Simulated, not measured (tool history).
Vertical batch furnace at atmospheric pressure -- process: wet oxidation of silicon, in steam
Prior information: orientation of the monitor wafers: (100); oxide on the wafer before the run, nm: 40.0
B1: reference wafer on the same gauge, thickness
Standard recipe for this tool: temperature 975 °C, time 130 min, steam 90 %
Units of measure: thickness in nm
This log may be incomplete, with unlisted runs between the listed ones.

run 1 hour=0 | temperature=975 time=130 steam=93 | B1=751.16 | thickness=650.36
run 2 hour=105 | temperature=975 time=130 steam=93 | B1=751.09 | thickness=654.08
run 3 hour=384.9 | temperature=975 time=130 steam=93 | B1=750.89 | thickness=657.95
run 4 hour=482.7 | temperature=975 time=130 steam=90 | B1=751.44 | thickness=640.34
-- hour=527.1 thermocouples replaced and temperature profile calibrated
run 5 hour=587.8 | temperature=975 time=130 steam=90 | B1=751.21 | thickness=628
run 6 hour=648.7 | temperature=975 time=174.5 steam=93 | B1=751.04 | thickness=777.04
-- hour=661.6 gauge calibrated
run 7 hour=724.6 | temperature=975 time=174.5 steam=93 | B1=750.44 | thickness=778.38
run 8 hour=780.2 | temperature=975 time=174.5 steam=93 | B1=750.92 | thickness=774.18
run 9 hour=828.4 | temperature=975 time=130 steam=90 | B1=751.79 | thickness=631.25
run 10 hour=919.2 | temperature=975 time=130 steam=80 | B1=751.1 | thickness=582.06
run 11 hour=995.2 | temperature=985 time=130 steam=90 | B1=750.88 | thickness=669.67
-- hour=1021.4 steam generator serviced
run 12 hour=1043.8 | temperature=975 time=130 steam=90 | B1=751.06 | thickness=631.59
run 13 hour=1123.3 | temperature=975 time=130 steam=90 | B1=750.63 | thickness=629.12
run 14 hour=1181.8 | temperature=975 time=155.5 steam=97 | B1=751.59 | thickness=740.96
run 15 hour=1278.2 | temperature=975 time=130 steam=90 | B1=751.4 | thickness=631.53
run 16 hour=1340.7 | temperature=992 time=172 steam=81 | B1=751.24 | thickness=781.47
run 17 hour=1420.9 | temperature=956 time=130 steam=90 | B1=750.94 | thickness=552.64
run 18 hour=1527 | temperature=952 time=130 steam=90 | B1=751.54 | thickness=537.12

Some steps in thickness, run to run, broken into two amounts with sign: the step expected even without the hidden condition (settings, incoming material, random variation), and the rest, left for the hidden condition together with whatever gauge scatter is not in both the measured and the hidden-condition-free result:
The tool's hidden condition here consists of: true tube temperature minus thermocouple reading, K; steam share off its setpoint, % of the setpoint; gauge reads high (%).
Run 4 -> 5: thermocouples replaced and temperature profile calibrated. thickness -12.34 nm: hidden state -14.14, all else +1.8.
Run 16 -> 17: temperature 992 -> 956, time 172 -> 130, steam 81 -> 90. thickness -228.83 nm: hidden state +0.07, all else -228.9.
